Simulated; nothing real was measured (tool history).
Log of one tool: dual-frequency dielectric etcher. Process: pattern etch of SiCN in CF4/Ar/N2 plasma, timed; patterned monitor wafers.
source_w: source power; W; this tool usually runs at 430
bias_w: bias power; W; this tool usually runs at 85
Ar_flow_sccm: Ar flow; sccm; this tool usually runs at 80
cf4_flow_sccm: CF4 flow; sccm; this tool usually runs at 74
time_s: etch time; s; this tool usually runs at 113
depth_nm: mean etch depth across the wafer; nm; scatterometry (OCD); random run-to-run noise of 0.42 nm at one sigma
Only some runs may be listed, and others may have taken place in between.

run,day,source_w,bias_w,Ar_flow_sccm,cf4_flow_sccm,time_s,"read-back reference wafer on the same gauge, depth_nm",depth_nm
1,0,430,85,80,74,113,100.1,100.4
2,4.471,430,85,93,74,140,100,123
3,8.071,500,85,80,74,113,100,113
# day 9.846: Ar flow controller replaced
4,16.75,510,85,80,74,103,99.8,105.1
5,19.058,430,85,80,74,113,100,100.6
# day 19.846: gauge calibrated
6,22.925,430,85,80,74,125.5,100.1,110.7
# day 24.704: wet clean of the chamber
7,26.158,520,85,70,67,113,99.9,116.3
8,27.9,430,85,80,74,113,99.9,100
9,32.292,430,85,80,74,113,100,101
10,35.2,520,85,70,67,113,100,116.3
# day 38.421: upper electrode replaced
11,39.162,430,85,71,84,80,100.1,72.3
# day 40.633: bias power generator calibrated
12,42.092,370,85,80,64,83,100,64.2
13,45.117,470,77,80,62,95.5,100,85.3
14,48.329,340,85,80,86,97.5,100,73.3
15,50.392,400,85,80,85,113,100,95.5
16,61.742,430,85,80,74,113,100.1,100.1
17,65.508,500,85,68,74,113,100,114.6
# day 68.704: wet clean of the chamber
18,74.721,430,85,80,74,113,100,100.9
19,77.838,490,85,80,86,113,99.8,113.3
20,82.842,430,85,80,74,113,100,100.5
21,86.992,430,85,86,74,113,100,99.8

Branching from run 21: 4 alternative next runs. What would each branch give?
A,87.008,430,72,80,74,113,?,?
B,87.008,490,85,93,74,131,?,?
C,87.008,430,85,80,89,139,?,?
D,87.008,430,85,80,74,102.5,?,?

run,"read-back reference wafer on the same gauge, depth_nm",depth_nm
A,99.9,93.7
B,99.9,128.2
C,99.9,126.9
D,99.9,91.8
With the hidden condition removed and each run's random variation left untouched, the same runs would have given:
run,depth_nm
A,93.7
B,128.2
C,126.9
D,91.8

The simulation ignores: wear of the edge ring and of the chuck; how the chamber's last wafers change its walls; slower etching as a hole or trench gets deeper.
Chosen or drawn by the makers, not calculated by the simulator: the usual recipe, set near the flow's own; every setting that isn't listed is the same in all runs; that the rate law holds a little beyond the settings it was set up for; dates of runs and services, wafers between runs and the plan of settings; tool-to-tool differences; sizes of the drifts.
